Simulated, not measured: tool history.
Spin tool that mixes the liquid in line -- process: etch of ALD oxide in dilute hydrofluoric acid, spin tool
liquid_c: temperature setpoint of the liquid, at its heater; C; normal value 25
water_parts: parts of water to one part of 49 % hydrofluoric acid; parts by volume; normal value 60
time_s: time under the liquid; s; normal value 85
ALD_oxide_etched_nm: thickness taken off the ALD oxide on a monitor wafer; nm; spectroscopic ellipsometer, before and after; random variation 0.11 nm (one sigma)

run,day,liquid_c,water_parts,time_s,"read-back film thickness of the ALD oxide reference wafer, read on the same gauge (nm)",ALD_oxide_etched_nm
1,0,25,60,85,59.82,19.56
2,1.171,22,60,85,59.78,17.38
3,1.792,22,60,85,59.76,17.54
4,2.933,22,60,85,59.71,17.16
5,3.454,25,60,85,59.65,19.61
6,5.908,25,75,85,59.46,15.23
7,6.567,25,75,85,59.41,15.29
8,7.629,27.5,60,85,59.38,21.51
9,8.45,27.5,60,85,59.27,21.44
# day 9.117: hydrofluoric acid flow meter replaced
10,9.6,27.5,60,85,59.16,21.56
11,11.029,25,60,85,59.02,19.36
# day 11.779: thermometer replaced
12,12.388,25,80,65,58.83,10.88
# day 12.788: gauge calibrated
13,13.496,28,30,85,59.93,46.76
14,14.642,28,75,45,59.92,9.22
15,15.329,25,70,85,59.95,16.59
16,16.017,25,60,85,59.92,19.57
17,16.692,25,80,50,59.89,8.47
18,17.333,22.5,35,85,59.89,31.49
19,18.779,25,60,85,59.83,19.65
20,20.104,30,40,120,59.79,52.18
21,21.004,25,60,85,59.75,19.52
22,22.462,21.5,90,100,59.65,12.74

For some of the steps in ALD_oxide_etched_nm from one run to the next: how much would appear even if the tool had no hidden state, given the settings, what came in and random variation, and how much remains for the hidden state plus any gauge scatter that the measured result and the result without hidden state don't share?
What the log doesn't record here: liquid hotter than its thermometer reads (K); hydrofluoric acid flow below the setpoint (%); gauge reads high (%).
Run 12 -> 13: liquid_c 25 -> 28, water_parts 80 -> 30, time_s 65 -> 85, gauge calibrated. ALD_oxide_etched_nm +35.88 nm: hidden state +0.18, all else +35.7.
Run 13 -> 14: water_parts 30 -> 75, time_s 85 -> 45. ALD_oxide_etched_nm -37.54 nm: hidden state +0.04, all else -37.58.
Run 19 -> 20: liquid_c 25 -> 30, water_parts 60 -> 40, time_s 85 -> 120. ALD_oxide_etched_nm +32.53 nm: hidden state -0.13, all else +32.66.
